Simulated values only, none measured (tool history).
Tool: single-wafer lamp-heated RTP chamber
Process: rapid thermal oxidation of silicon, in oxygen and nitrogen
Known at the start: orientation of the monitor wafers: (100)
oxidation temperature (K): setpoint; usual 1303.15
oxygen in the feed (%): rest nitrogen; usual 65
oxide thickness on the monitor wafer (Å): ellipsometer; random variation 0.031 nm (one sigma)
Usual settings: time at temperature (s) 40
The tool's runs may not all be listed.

| run | day | oxidation temperature (K) | time at temperature (s) | oxygen in the feed (%) | read-back reference wafer on the same gauge, thickness | oxide thickness on the monitor wafer (Å) |
|---|---|---|---|---|---|---|
| 1 | 0.000 | 1303.15 | 40 | 65 | 6.329 | 54.87 |
| 2 | 2.792 | 1294.15 | 40 | 65 | 6.350 | 51.56 |
| 3 | 4.783 | 1294.15 | 40 | 65 | 6.345 | 51.31 |
| 4 | 6.296 | 1294.15 | 40 | 65 | 6.358 | 51.42 |
| 5 | 9.246 | 1303.15 | 40 | 45 | 6.352 | 47.87 |
| 6 | 10.746 | 1303.15 | 40 | 45 | 6.355 | 48.76 |
| 7 | 12.712 | 1303.15 | 40 | 42 | 6.371 | 47.56 |
| 8 | 15.583 | 1303.15 | 40 | 42 | 6.364 | 47.01 |
|  | 16.150 | pyrometer window cleaned and pyrometer calibrated |
| 9 | 17.467 | 1289.15 | 40 | 65 | 6.369 | 49.64 |
|  | 21.638 | oxygen flow controller replaced |
| 10 | 22.800 | 1303.15 | 40 | 65 | 6.377 | 55.19 |
| 11 | 25.396 | 1303.15 | 40 | 65 | 6.377 | 55.06 |
| 12 | 26.454 | 1303.15 | 40 | 65 | 6.373 | 55.14 |
| 13 | 28.646 | 1303.15 | 28 | 77 | 6.382 | 50.14 |
| 14 | 30.083 | 1303.15 | 28 | 77 | 6.382 | 50.18 |
| 15 | 31.871 | 1303.15 | 40 | 65 | 6.378 | 54.99 |
| 16 | 34.358 | 1285.15 | 40 | 65 | 6.381 | 48.78 |
| 17 | 35.875 | 1288.15 | 33 | 47 | 6.390 | 41.05 |
| 18 | 38.346 | 1303.15 | 45 | 65 | 6.379 | 58.26 |
|  | 44.071 | gauge calibrated |
| 19 | 46.267 | 1326.15 | 34 | 65 | 6.228 | 58.31 |
| 20 | 48.883 | 1330.15 | 20 | 44 | 6.250 | 42.78 |
|  | 50.088 | pyrometer window cleaned and pyrometer calibrated |
| 21 | 51.679 | 1293.15 | 40 | 65 | 6.270 | 50.54 |
| 22 | 53.538 | 1303.15 | 40 | 65 | 6.281 | 53.86 |
| 23 | 55.850 | 1303.15 | 40 | 65 | 6.280 | 54.55 |
| 24 | 58.471 | 1333.15 | 60 | 50 | 6.301 | 72.33 |
| 25 | 59.904 | 1303.15 | 40 | 65 | 6.302 | 54.10 |
| 26 | 62.250 | 1303.15 | 40 | 65 | 6.308 | 54.63 |
| 27 | 63.629 | 1280.15 | 50 | 65 | 6.318 | 51.10 |
| 28 | 66.046 | 1303.15 | 40 | 84 | 6.323 | 59.77 |

3 ways to go on from here, each from the tool as it stands after run 28. What would each give?
| A | 66.062 | 1303.15 | 52 | 65 | ? | ? |
| B | 66.062 | 1273.15 | 26 | 47 | ? | ? |
| C | 66.062 | 1279.15 | 31 | 57 | ? | ? |

| run | read-back reference wafer on the same gauge, thickness | oxide thickness on the monitor wafer (Å) |
|---|---|---|
| A | 6.322 | 61.74 |
| B | 6.322 | 34.62 |
| C | 6.322 | 40.49 |
Without the tool's hidden state the same runs would have given:
| run | oxide thickness on the monitor wafer (Å) |
|---|---|
| A | 60.76 |
| B | 34.07 |
| C | 39.85 |
